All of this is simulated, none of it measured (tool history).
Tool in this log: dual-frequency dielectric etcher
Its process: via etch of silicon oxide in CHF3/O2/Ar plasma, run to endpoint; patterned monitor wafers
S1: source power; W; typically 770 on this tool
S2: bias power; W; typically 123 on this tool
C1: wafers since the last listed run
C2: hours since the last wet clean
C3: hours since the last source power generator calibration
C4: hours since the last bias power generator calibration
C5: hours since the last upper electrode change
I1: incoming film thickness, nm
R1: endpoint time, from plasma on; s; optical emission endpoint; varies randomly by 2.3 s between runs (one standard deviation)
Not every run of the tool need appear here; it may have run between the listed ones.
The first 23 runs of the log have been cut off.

| run | day | S1 | S2 | C1 | C2 | C3 | C4 | C5 | I1 | R1 |
|---|---|---|---|---|---|---|---|---|---|---|
|  | 21.483 | source power generator calibrated |
| 24 | 21.608 | 770 | 123 | 61 | 306.1 | 3.0 | 1398.3 | 155.1 | 617.9 | 343.4 |
| 25 | 22.354 | 770 | 145 | 66 | 324.0 | 20.9 | 1416.2 | 173.0 | 618.0 | 322.7 |
| 26 | 23.554 | 910 | 147 | 106 | 352.8 | 49.7 | 1445.0 | 201.8 | 615.4 | 295.8 |
|  | 26.888 | bias power generator calibrated |
|  | 27.658 | wet clean of the chamber |
| 27 | 27.679 | 770 | 114 | 283 | 0.5 | 148.7 | 19.0 | 300.8 | 614.5 | 333.4 |
| 28 | 28.312 | 660 | 100 | 56 | 15.7 | 163.9 | 34.2 | 316.0 | 622.2 | 380.3 |
| 29 | 29.275 | 770 | 123 | 85 | 38.8 | 187.0 | 57.3 | 339.1 | 621.0 | 332.5 |
| 30 | 29.975 | 770 | 123 | 62 | 55.6 | 203.8 | 74.1 | 355.9 | 619.8 | 334.0 |
| 31 | 30.646 | 930 | 95 | 59 | 71.7 | 219.9 | 90.2 | 372.0 | 618.2 | 333.8 |
| 32 | 31.388 | 770 | 97 | 65 | 89.5 | 237.7 | 108.0 | 389.8 | 616.9 | 363.2 |
| 33 | 32.642 | 770 | 131 | 111 | 119.6 | 267.8 | 138.1 | 419.9 | 620.2 | 330.7 |
| 34 | 33.562 | 620 | 123 | 81 | 141.7 | 289.9 | 160.2 | 442.0 | 619.5 | 370.5 |
| 35 | 34.200 | 900 | 123 | 56 | 157.0 | 305.2 | 175.5 | 457.3 | 615.4 | 310.3 |
| 36 | 35.658 | 880 | 99 | 129 | 192.0 | 340.2 | 210.5 | 492.3 | 610.9 | 337.5 |

Forecast each of these 3 alternatives for the next run:
| A | 35.679 | 770 | 106 | 1 | 192.5 | 340.7 | 211.0 | 492.8 | 617.6 | ? |
| B | 35.679 | 960 | 147 | 1 | 192.5 | 340.7 | 211.0 | 492.8 | 617.6 | ? |
| C | 35.679 | 640 | 137 | 1 | 192.5 | 340.7 | 211.0 | 492.8 | 617.6 | ? |

| run | R1 |
|---|---|
| A | 355.0 |
| B | 287.1 |
| C | 353.2 |
With no hidden state in the tool, these same runs would have given:
| run | R1 |
|---|---|
| A | 344.3 |
| B | 278.5 |
| C | 342.7 |
